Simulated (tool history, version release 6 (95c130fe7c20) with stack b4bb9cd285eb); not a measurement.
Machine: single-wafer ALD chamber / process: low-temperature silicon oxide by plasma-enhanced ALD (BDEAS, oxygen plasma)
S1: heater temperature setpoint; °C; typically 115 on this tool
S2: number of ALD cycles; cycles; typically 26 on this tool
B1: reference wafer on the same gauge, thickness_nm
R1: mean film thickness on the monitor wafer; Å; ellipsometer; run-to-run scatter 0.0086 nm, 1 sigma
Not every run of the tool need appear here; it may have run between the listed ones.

Run 1, day 0.000: usual settings; B1 3.940. Result: R1 34.03 Å.
Run 2, day 2.717: usual settings; B1 3.939. Result: R1 34.10 Å.
Run 3, day 4.904: usual settings; B1 3.941. Result: R1 34.18 Å.
Run 4, day 7.888: usual settings; B1 3.940. Result: R1 34.03 Å.
Run 5, day 10.442: usual settings; B1 3.941. Result: R1 33.91 Å.
Run 6, day 13.400: usual settings; B1 3.938. Result: R1 34.03 Å.
Run 7, day 15.521: usual settings; B1 3.941. Result: R1 33.98 Å.
Run 8, day 18.512: usual settings but S2 24 cycles; B1 3.942. Result: R1 31.58 Å.
Run 9, day 20.783: usual settings; B1 3.940. Result: R1 34.12 Å.
Run 10, day 22.758: usual settings; B1 3.938. Result: R1 34.24 Å.
Run 11, day 23.925: usual settings; B1 3.938. Result: R1 34.11 Å.
Run 12, day 26.192: usual settings; B1 3.941. Result: R1 34.22 Å.
Run 13, day 27.871: usual settings; B1 3.940. Result: R1 34.21 Å.
Run 14, day 29.412: usual settings but S1 104 °C; B1 3.940. Result: R1 35.10 Å.
Run 15, day 30.750: usual settings but S2 29 cycles; B1 3.941. Result: R1 38.17 Å.
Run 16, day 33.446: usual settings but S2 29 cycles; B1 3.940. Result: R1 38.41 Å.
Run 17, day 35.921: usual settings but S1 125 °C; B1 3.939. Result: R1 33.52 Å.
Run 18, day 38.392: usual settings but S1 120 °C, S2 27 cycles; B1 3.941. Result: R1 35.25 Å.
At day 40.004: gauge calibrated.
Run 19, day 40.988: usual settings but S1 124 °C, S2 24 cycles; B1 3.941. Result: R1 31.16 Å.
Run 20, day 42.379: usual settings but S1 119 °C, S2 28 cycles; B1 3.942. Result: R1 36.69 Å.
Run 21, day 44.371: usual settings but S1 111 °C, S2 29 cycles; B1 3.940. Result: R1 38.66 Å.
Run 22, day 47.262: usual settings; B1 3.941. Result: R1 34.46 Å.
Run 23, day 50.162: usual settings but S2 24 cycles; B1 3.939. Result: R1 31.85 Å.
At day 52.496: thermocouple changed; heater temperature recalibrated.
Run 24, day 52.517: usual settings; B1 3.943. Result: R1 34.00 Å.
Run 25, day 55.158: usual settings but S1 119 °C, S2 29 cycles; B1 3.939. Result: R1 37.56 Å.
Run 26, day 56.575: usual settings but S1 105 °C, S2 31 cycles; B1 3.939. Result: R1 41.38 Å.
Run 27, day 58.692: usual settings; B1 3.938. Result: R1 33.98 Å.
Run 28, day 60.404: usual settings but S1 123 °C, S2 21 cycles; B1 3.941. Result: R1 27.04 Å.
Run 29, day 61.579: usual settings; B1 3.941. Result: R1 33.90 Å.
Run 30, day 62.879: usual settings but S1 101 °C, S2 29 cycles; B1 3.941. Result: R1 39.05 Å.
Run 31, day 64.542: usual settings but S1 120 °C, S2 22 cycles; B1 3.940. Result: R1 28.39 Å.
Run 32, day 67.054: usual settings but S2 30 cycles; B1 3.939. Result: R1 39.47 Å.
Run 33, day 69.179: usual settings but S1 101 °C, S2 29 cycles; B1 3.938. Result: R1 39.32 Å.
Run 34, day 71.083: usual settings but S1 120 °C, S2 23 cycles; B1 3.941. Result: R1 29.81 Å.
Run 35, day 73.058: usual settings but S2 22 cycles; B1 3.937. Result: R1 28.89 Å.

Branching from run 35: 3 alternative next runs. What would each branch give?
Run A, day 73.075: usual settings; B1 ?. Result: R1 ?.
Run B, day 73.075: usual settings but S1 129 °C, S2 21 cycles; B1 ?. Result: R1 ?.
Run C, day 73.075: usual settings but S1 121 °C, S2 22 cycles; B1 ?. Result: R1 ?.

run     B1     R1
  A  3.940  33.93
  B  3.940  26.59
  C  3.940  28.34
Had the tool no hidden state, the same runs would have come out as:
run     R1
  A  33.86
  B  26.54
  C  28.29
